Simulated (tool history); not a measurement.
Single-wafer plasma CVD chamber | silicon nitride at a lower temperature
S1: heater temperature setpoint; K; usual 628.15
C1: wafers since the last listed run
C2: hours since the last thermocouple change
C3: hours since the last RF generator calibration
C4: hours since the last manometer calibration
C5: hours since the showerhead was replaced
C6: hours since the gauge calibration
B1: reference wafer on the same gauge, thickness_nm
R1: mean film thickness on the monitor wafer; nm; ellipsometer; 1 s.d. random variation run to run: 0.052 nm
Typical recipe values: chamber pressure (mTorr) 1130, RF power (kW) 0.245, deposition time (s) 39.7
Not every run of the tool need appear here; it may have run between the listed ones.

run 1 day=0 | S1=628.15 chamber_pressure_(mTorr)=1130 RF_power_(kW)=0.245 deposition_time_(s)=39.7 | C1=0 C2=747.5 C3=2152.4 C4=1136.9 C5=5839.2 C6=36.6 | B1=32.493 | R1=33.126
run 2 day=0.629 | S1=628.15 chamber_pressure_(mTorr)=1130 RF_power_(kW)=0.265 deposition_time_(s)=39.7 | C1=493 C2=762.6 C3=2167.5 C4=1152 C5=5854.3 C6=51.7 | B1=32.514 | R1=35.148
run 3 day=0.958 | S1=628.15 chamber_pressure_(mTorr)=1130 RF_power_(kW)=0.245 deposition_time_(s)=39.7 | C1=258 C2=770.5 C3=2175.4 C4=1159.9 C5=5862.2 C6=59.6 | B1=32.494 | R1=33.152
run 4 day=1.6 | S1=628.15 chamber_pressure_(mTorr)=1130 RF_power_(kW)=0.245 deposition_time_(s)=39.7 | C1=503 C2=785.9 C3=2190.8 C4=1175.3 C5=5877.6 C6=75 | B1=32.489 | R1=33.124
run 5 day=1.871 | S1=628.15 chamber_pressure_(mTorr)=1130 RF_power_(kW)=0.245 deposition_time_(s)=36.1 | C1=212 C2=792.4 C3=2197.3 C4=1181.8 C5=5884.1 C6=81.5 | B1=32.502 | R1=30.106
run 6 day=2.179 | S1=628.15 chamber_pressure_(mTorr)=1130 RF_power_(kW)=0.245 deposition_time_(s)=36.1 | C1=242 C2=799.8 C3=2204.7 C4=1189.2 C5=5891.5 C6=88.9 | B1=32.494 | R1=30.119
run 7 day=2.458 | S1=628.15 chamber_pressure_(mTorr)=1130 RF_power_(kW)=0.245 deposition_time_(s)=36.1 | C1=219 C2=806.5 C3=2211.4 C4=1195.9 C5=5898.2 C6=95.6 | B1=32.492 | R1=30.246
-- day=3.138 gauge calibrated
-- day=3.312 showerhead replaced
run 8 day=3.333 | S1=628.15 chamber_pressure_(mTorr)=1130 RF_power_(kW)=0.245 deposition_time_(s)=39.7 | C1=425 C2=827.5 C3=2232.4 C4=1216.9 C5=0.5 C6=4.7 | B1=32.497 | R1=33.175
run 9 day=3.646 | S1=632.15 chamber_pressure_(mTorr)=880 RF_power_(kW)=0.285 deposition_time_(s)=44.5 | C1=245 C2=835 C3=2239.9 C4=1224.4 C5=8 C6=12.2 | B1=32.535 | R1=39.9
run 10 day=4.312 | S1=628.15 chamber_pressure_(mTorr)=1130 RF_power_(kW)=0.245 deposition_time_(s)=39.7 | C1=523 C2=851 C3=2255.9 C4=1240.4 C5=24 C6=28.2 | B1=32.518 | R1=33.147
-- day=4.9 thermocouple changed; heater temperature recalibrated
-- day=5.146 capacitance manometer re-zeroed and calibrated
-- day=5.162 RF generator calibrated
run 11 day=6.304 | S1=621.15 chamber_pressure_(mTorr)=1050 RF_power_(kW)=0.245 deposition_time_(s)=34.4 | C1=1094 C2=33.7 C3=27.4 C4=27.8 C5=71.8 C6=76 | B1=32.525 | R1=27.424
-- day=6.646 RF generator calibrated, repeated, since the last time left the tool worse
run 12 day=6.679 | S1=639.15 chamber_pressure_(mTorr)=930 RF_power_(kW)=0.245 deposition_time_(s)=39.7 | C1=32 C2=42.7 C3=0.8 C4=36.8 C5=80.8 C6=85 | B1=32.504 | R1=33.313
-- day=7.104 gauge calibrated
run 13 day=7.329 | S1=614.15 chamber_pressure_(mTorr)=890 RF_power_(kW)=0.255 deposition_time_(s)=37.6 | C1=510 C2=58.3 C3=16.4 C4=52.4 C5=96.4 C6=5.4 | B1=32.474 | R1=32.554
run 14 day=8.067 | S1=638.15 chamber_pressure_(mTorr)=1130 RF_power_(kW)=0.205 deposition_time_(s)=44.6 | C1=578 C2=76 C3=34.1 C4=70.1 C5=114.1 C6=23.1 | B1=32.493 | R1=33.623

List, for all runs, the conditions of the tool that the log does not record:
wafer temperature above the value expected at the setpoint (K): 0, the same for each run
true pressure above the setpoint (%): 0, the same for each run
gauge reads high (%): 0, the same for each run
H1: delivered RF power above the setpoint (%)
run=1 H1=-5.69
run=2 H1=-5.7
run=3 H1=-5.7
run=4 H1=-5.71
run=5 H1=-5.71
run=6 H1=-5.71
run=7 H1=-5.71
run=8 H1=-5.72
run=9 H1=-5.72
run=10 H1=-5.73
run=11 H1=-10.3
run=12 H1=-0.686
run=13 H1=-0.798
run=14 H1=-0.923
